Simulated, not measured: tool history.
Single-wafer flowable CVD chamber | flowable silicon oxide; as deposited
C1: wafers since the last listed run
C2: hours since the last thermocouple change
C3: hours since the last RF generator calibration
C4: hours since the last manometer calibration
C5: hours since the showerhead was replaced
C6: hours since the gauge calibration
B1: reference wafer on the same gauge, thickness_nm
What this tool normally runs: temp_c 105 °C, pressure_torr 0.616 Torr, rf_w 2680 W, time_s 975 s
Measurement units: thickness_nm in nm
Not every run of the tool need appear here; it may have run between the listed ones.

run 1 hour=0 | temp_c=105 pressure_torr=0.616 rf_w=2680 time_s=975 | C1=0 C2=2314.3 C3=1432.9 C4=960.7 C5=3564.8 C6=67.8 | B1=381.944 | thickness_nm=280.749
run 2 hour=12.8 | temp_c=105 pressure_torr=0.616 rf_w=2680 time_s=975 | C1=18 C2=2327.1 C3=1445.7 C4=973.5 C5=3577.6 C6=80.6 | B1=381.986 | thickness_nm=279.949
run 3 hour=26.6 | temp_c=105 pressure_torr=0.616 rf_w=2680 time_s=975 | C1=20 C2=2340.9 C3=1459.5 C4=987.3 C5=3591.4 C6=94.4 | B1=381.66 | thickness_nm=278.079
-- hour=33.6 gauge calibrated
run 4 hour=34.2 | temp_c=105 pressure_torr=0.616 rf_w=2680 time_s=975 | C1=11 C2=2348.5 C3=1467.1 C4=994.9 C5=3599 C6=0.6 | B1=382.317 | thickness_nm=277.395
run 5 hour=50.6 | temp_c=105 pressure_torr=0.616 rf_w=2680 time_s=975 | C1=24 C2=2364.9 C3=1483.5 C4=1011.3 C5=3615.4 C6=17 | B1=381.763 | thickness_nm=275.207
run 6 hour=59.5 | temp_c=105 pressure_torr=0.581 rf_w=2680 time_s=975 | C1=13 C2=2373.8 C3=1492.4 C4=1020.2 C5=3624.3 C6=25.9 | B1=381.91 | thickness_nm=259.101
run 7 hour=73.8 | temp_c=105 pressure_torr=0.581 rf_w=2680 time_s=975 | C1=21 C2=2388.1 C3=1506.7 C4=1034.5 C5=3638.6 C6=40.2 | B1=381.869 | thickness_nm=259.774
run 8 hour=90.2 | temp_c=105 pressure_torr=0.616 rf_w=2680 time_s=975 | C1=24 C2=2404.5 C3=1523.1 C4=1050.9 C5=3655 C6=56.6 | B1=382.208 | thickness_nm=273.394
run 9 hour=100.8 | temp_c=105 pressure_torr=0.616 rf_w=2890 time_s=1164 | C1=15 C2=2415.1 C3=1533.7 C4=1061.5 C5=3665.6 C6=67.2 | B1=381.844 | thickness_nm=327.08
run 10 hour=107.7 | temp_c=105 pressure_torr=0.616 rf_w=3095 time_s=975 | C1=10 C2=2422 C3=1540.6 C4=1068.4 C5=3672.5 C6=74.1 | B1=381.806 | thickness_nm=276.71
-- hour=117.9 RF generator calibrated
run 11 hour=123.8 | temp_c=105 pressure_torr=0.616 rf_w=2680 time_s=785 | C1=11 C2=2438.1 C3=5.9 C4=1084.5 C5=3688.6 C6=90.2 | B1=382.31 | thickness_nm=215.996
-- hour=135.4 thermocouple changed; heater temperature recalibrated
run 12 hour=137.7 | temp_c=105 pressure_torr=0.616 rf_w=2680 time_s=975 | C1=8 C2=2.3 C3=19.8 C4=1098.4 C5=3702.5 C6=104.1 | B1=381.713 | thickness_nm=321.585
-- hour=145.9 showerhead replaced
-- hour=148.9 gauge calibrated
-- hour=152.9 capacitance manometer re-zeroed and calibrated
run 13 hour=153.4 | temp_c=105 pressure_torr=0.463 rf_w=2540 time_s=975 | C1=0 C2=18 C3=35.5 C4=0.5 C5=7.5 C6=4.5 | B1=382.039 | thickness_nm=269.075
run 14 hour=188 | temp_c=118 pressure_torr=0.471 rf_w=2680 time_s=975 | C1=50 C2=52.6 C3=70.1 C4=35.1 C5=42.1 C6=39.1 | B1=382.151 | thickness_nm=172.624
run 15 hour=198.8 | temp_c=90 pressure_torr=0.464 rf_w=2480 time_s=1062 | C1=15 C2=63.4 C3=80.9 C4=45.9 C5=52.9 C6=49.9 | B1=381.961 | thickness_nm=509.392

Predict each of these 4 candidate next runs independently; none follows another, all start after run 15:
run A hour=199.5 | temp_c=105 pressure_torr=0.549 rf_w=2680 time_s=975 | C1=1 C2=64.1 C3=81.6 C4=46.6 C5=53.6 C6=50.6 | B1=? | thickness_nm=?
run B hour=199.5 | temp_c=91 pressure_torr=0.616 rf_w=2680 time_s=1157 | C1=1 C2=64.1 C3=81.6 C4=46.6 C5=53.6 C6=50.6 | B1=? | thickness_nm=?
run C hour=199.5 | temp_c=119 pressure_torr=0.616 rf_w=2680 time_s=1094 | C1=1 C2=64.1 C3=81.6 C4=46.6 C5=53.6 C6=50.6 | B1=? | thickness_nm=?
run D hour=199.5 | temp_c=105 pressure_torr=0.616 rf_w=2680 time_s=1132 | C1=1 C2=64.1 C3=81.6 C4=46.6 C5=53.6 C6=50.6 | B1=? | thickness_nm=?

run=A B1=382.075 thickness_nm=320.349
run=B B1=382.075 thickness_nm=724.653
run=C B1=382.075 thickness_nm=245.533
run=D B1=382.075 thickness_nm=417.219
With no hidden state in the tool, these same runs would have given:
run=A thickness_nm=321.273
run=B thickness_nm=725.73
run=C thickness_nm=245.66
run=D thickness_nm=418.611
